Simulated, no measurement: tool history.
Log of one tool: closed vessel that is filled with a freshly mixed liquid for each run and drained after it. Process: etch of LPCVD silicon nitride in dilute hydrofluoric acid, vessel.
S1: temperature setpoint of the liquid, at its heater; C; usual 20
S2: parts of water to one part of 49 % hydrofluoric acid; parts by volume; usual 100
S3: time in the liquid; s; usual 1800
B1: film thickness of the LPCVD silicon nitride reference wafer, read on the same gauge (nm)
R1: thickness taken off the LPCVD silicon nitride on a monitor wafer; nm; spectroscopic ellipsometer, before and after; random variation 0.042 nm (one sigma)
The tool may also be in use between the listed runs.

run 1 day=0 | S1=20 S2=100 S3=1800 | B1=50.08 | R1=7.26
run 2 day=1.4 | S1=20 S2=100 S3=1800 | B1=49.84 | R1=7.12
run 3 day=2.45 | S1=20 S2=100 S3=1800 | B1=49.75 | R1=7.08
run 4 day=3.396 | S1=20 S2=100 S3=1800 | B1=49.68 | R1=7.17
run 5 day=4.488 | S1=20 S2=100 S3=1800 | B1=49.63 | R1=7.2
run 6 day=5.512 | S1=20 S2=100 S3=1800 | B1=49.52 | R1=7.21
run 7 day=6.846 | S1=20 S2=100 S3=1800 | B1=49.48 | R1=7.12
-- day=7.279 thermometer replaced
run 8 day=7.483 | S1=20 S2=85 S3=2405 | B1=49.42 | R1=11.15
run 9 day=8.4 | S1=22.5 S2=100 S3=1800 | B1=49.38 | R1=8.38
run 10 day=9.517 | S1=22.5 S2=100 S3=1800 | B1=49.33 | R1=8.42
run 11 day=10.896 | S1=20 S2=100 S3=980 | B1=49.26 | R1=3.91
run 12 day=12.192 | S1=18 S2=70 S3=1395 | B1=49.27 | R1=6.75
run 13 day=13.117 | S1=24 S2=100 S3=1800 | B1=49.21 | R1=9.33
run 14 day=14.496 | S1=17 S2=50 S3=1365 | B1=49.25 | R1=8.51
run 15 day=15.133 | S1=22.5 S2=100 S3=1800 | B1=49.23 | R1=8.41
run 16 day=16.375 | S1=20 S2=145 S3=1800 | B1=49.19 | R1=4.94
-- day=17.167 hydrofluoric acid flow meter replaced
run 17 day=17.188 | S1=18 S2=140 S3=1800 | B1=49.2 | R1=4.52
run 18 day=18.329 | S1=17 S2=70 S3=2140 | B1=49.17 | R1=9.69
-- day=18.583 gauge calibrated
run 19 day=18.908 | S1=20 S2=100 S3=1800 | B1=49.97 | R1=7.23
run 20 day=19.862 | S1=17 S2=120 S3=2455 | B1=49.85 | R1=6.71
run 21 day=20.658 | S1=20 S2=80 S3=1800 | B1=49.74 | R1=8.98
run 22 day=22.567 | S1=20 S2=100 S3=1800 | B1=49.54 | R1=7.17
run 23 day=24.021 | S1=17.5 S2=130 S3=1120 | B1=49.44 | R1=2.92

The tool's hidden state at each run:
liquid colder than its thermometer reads (K): 0 in every run
hydrofluoric acid flow above the setpoint (%): 0 in every run
H1: gauge reads high (%)
run=1 H1=0.0759
run=2 H1=-0.259
run=3 H1=-0.471
run=4 H1=-0.636
run=5 H1=-0.802
run=6 H1=-0.937
run=7 H1=-1.09
run=8 H1=-1.15
run=9 H1=-1.23
run=10 H1=-1.31
run=11 H1=-1.4
run=12 H1=-1.47
run=13 H1=-1.51
run=14 H1=-1.56
run=15 H1=-1.58
run=16 H1=-1.62
run=17 H1=-1.64
run=18 H1=-1.66
run=19 H1=-0.096
run=20 H1=-0.355
run=21 H1=-0.546
run=22 H1=-0.926
run=23 H1=-1.15
